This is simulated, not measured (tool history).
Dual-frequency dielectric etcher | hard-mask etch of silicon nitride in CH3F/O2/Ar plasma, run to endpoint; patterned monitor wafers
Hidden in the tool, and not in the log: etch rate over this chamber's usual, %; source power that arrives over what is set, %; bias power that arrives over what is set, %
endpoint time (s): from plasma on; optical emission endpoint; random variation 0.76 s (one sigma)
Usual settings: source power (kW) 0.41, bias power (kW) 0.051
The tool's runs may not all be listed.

| run | hour | source power (kW) | bias power (kW) | wafers since the last listed run | hours since the last wet clean | hours since the last source power generator calibration | hours since the last bias power generator calibration | hours since the last upper electrode change | incoming incoming film thickness, nm | endpoint time (s) |
|---|---|---|---|---|---|---|---|---|---|---|
| 1 | 0 | 0.34 | 0.051 | 0 | 245.2 | 2464.7 | 2645.1 | 3497 | 51 | 87 |
| 2 | 32.5 | 0.41 | 0.056 | 238 | 277.7 | 2497.2 | 2677.6 | 3529.5 | 50.9 | 78.5 |
| 3 | 98.3 | 0.41 | 0.056 | 483 | 343.5 | 2563 | 2743.4 | 3595.3 | 51.3 | 78.8 |
| 4 | 127.8 | 0.41 | 0.056 | 216 | 373 | 2592.5 | 2772.9 | 3624.8 | 51 | 78.5 |
| 5 | 163.6 | 0.41 | 0.051 | 262 | 408.8 | 2628.3 | 2808.7 | 3660.6 | 50.8 | 81 |
|  | 223.3 | wet clean of the chamber |
| 6 | 225.6 | 0.41 | 0.051 | 279 | 2.3 | 2690.3 | 2870.7 | 3722.6 | 50.7 | 89.8 |
| 7 | 263.2 | 0.41 | 0.051 | 276 | 39.9 | 2727.9 | 2908.3 | 3760.2 | 51.6 | 89.7 |
| 8 | 288.4 | 0.41 | 0.051 | 185 | 65.1 | 2753.1 | 2933.5 | 3785.4 | 51.1 | 89.5 |
| 9 | 348.6 | 0.41 | 0.051 | 442 | 125.3 | 2813.3 | 2993.7 | 3845.6 | 51.5 | 89.3 |
| 10 | 391 | 0.35 | 0.051 | 311 | 167.7 | 2855.7 | 3036.1 | 3888 | 51.3 | 93.8 |
|  | 444 | wet clean of the chamber, repeated, since the last time left the tool worse |
| 11 | 444.5 | 0.41 | 0.051 | 216 | 0.5 | 2909.2 | 3089.6 | 3941.5 | 50.8 | 84.3 |
| 12 | 492.9 | 0.41 | 0.051 | 355 | 48.9 | 2957.6 | 3138 | 3989.9 | 50.7 | 84.7 |
| 13 | 554.6 | 0.41 | 0.051 | 453 | 110.6 | 3019.3 | 3199.7 | 4051.6 | 51.2 | 85.7 |
| 14 | 596.5 | 0.41 | 0.051 | 307 | 152.5 | 3061.2 | 3241.6 | 4093.5 | 51.2 | 84 |
| 15 | 645 | 0.41 | 0.051 | 356 | 201 | 3109.7 | 3290.1 | 4142 | 51.5 | 84.1 |
| 16 | 702.9 | 0.41 | 0.051 | 425 | 258.9 | 3167.6 | 3348 | 4199.9 | 51.3 | 82.5 |
| 17 | 737.4 | 0.33 | 0.051 | 253 | 293.4 | 3202.1 | 3382.5 | 4234.4 | 51.4 | 88.9 |
|  | 793.3 | bias power generator calibrated |
| 18 | 804.5 | 0.46 | 0.051 | 463 | 360.5 | 3269.2 | 11.2 | 4301.5 | 51.2 | 79.1 |
| 19 | 858.7 | 0.32 | 0.039 | 398 | 414.7 | 3323.4 | 65.4 | 4355.7 | 51.5 | 99.2 |
| 20 | 891.3 | 0.47 | 0.058 | 239 | 447.3 | 3356 | 98 | 4388.3 | 51.4 | 75.3 |
| 21 | 917 | 0.41 | 0.051 | 188 | 473 | 3381.7 | 123.7 | 4414 | 51.5 | 81.6 |
|  | 946.1 | upper electrode replaced |
| 22 | 978.8 | 0.33 | 0.056 | 277 | 534.8 | 3443.5 | 185.5 | 32.7 | 51.3 | 83.4 |
|  | 1011.5 | wet clean of the chamber |
| 23 | 1035.3 | 0.46 | 0.044 | 238 | 23.8 | 3500 | 242 | 89.2 | 51.1 | 86.5 |
| 24 | 1078.1 | 0.41 | 0.051 | 314 | 66.6 | 3542.8 | 284.8 | 132 | 50.7 | 83.2 |
| 25 | 1131.3 | 0.5 | 0.062 | 390 | 119.8 | 3596 | 338 | 185.2 | 51.3 | 71.1 |
|  | 1174.3 | source power generator calibrated |
| 26 | 1174.8 | 0.46 | 0.051 | 290 | 163.3 | 0.5 | 381.5 | 228.7 | 50.8 | 78.9 |
| 27 | 1209.8 | 0.31 | 0.051 | 257 | 198.3 | 35.5 | 416.5 | 263.7 | 51.1 | 90.8 |
| 28 | 1262.3 | 0.41 | 0.051 | 385 | 250.8 | 88 | 469 | 316.2 | 51.5 | 84.1 |
| 29 | 1286.3 | 0.51 | 0.057 | 176 | 274.8 | 112 | 493 | 340.2 | 51 | 73.4 |
| 30 | 1353.9 | 0.48 | 0.047 | 496 | 342.4 | 179.6 | 560.6 | 407.8 | 51.8 | 82.7 |
| 31 | 1401.1 | 0.46 | 0.063 | 346 | 389.6 | 226.8 | 607.8 | 455 | 51.5 | 73.4 |
| 32 | 1459.3 | 0.41 | 0.059 | 427 | 447.8 | 285 | 666 | 513.2 | 51.3 | 77.4 |
| 33 | 1521.1 | 0.41 | 0.051 | 453 | 509.6 | 346.8 | 727.8 | 575 | 51.6 | 80.9 |
|  | 1547.1 | wet clean of the chamber |
| 34 | 1579.8 | 0.41 | 0.051 | 254 | 32.7 | 405.5 | 786.5 | 633.7 | 51.4 | 85.5 |

The tool's hidden state at each run:
source power that arrives over what is set, %: 0 in every run
bias power that arrives over what is set, %: 0 in every run
H1: etch rate over this chamber's usual, %
| run | H1 |
|---|---|
| 1 | 1.91 |
| 2 | 2.15 |
| 3 | 2.64 |
| 4 | 2.85 |
| 5 | 3.12 |
| 6 | -6.89 |
| 7 | -6.61 |
| 8 | -6.42 |
| 9 | -5.98 |
| 10 | -5.66 |
| 11 | -0.527 |
| 12 | -0.169 |
| 13 | 0.288 |
| 14 | 0.598 |
| 15 | 0.957 |
| 16 | 1.39 |
| 17 | 1.64 |
| 18 | 2.14 |
| 19 | 2.54 |
| 20 | 2.78 |
| 21 | 2.97 |
| 22 | 3.43 |
| 23 | -0.219 |
| 24 | 0.0976 |
| 25 | 0.491 |
| 26 | 0.813 |
| 27 | 1.07 |
| 28 | 1.46 |
| 29 | 1.64 |
| 30 | 2.14 |
| 31 | 2.49 |
| 32 | 2.92 |
| 33 | 3.38 |
| 34 | -0.228 |

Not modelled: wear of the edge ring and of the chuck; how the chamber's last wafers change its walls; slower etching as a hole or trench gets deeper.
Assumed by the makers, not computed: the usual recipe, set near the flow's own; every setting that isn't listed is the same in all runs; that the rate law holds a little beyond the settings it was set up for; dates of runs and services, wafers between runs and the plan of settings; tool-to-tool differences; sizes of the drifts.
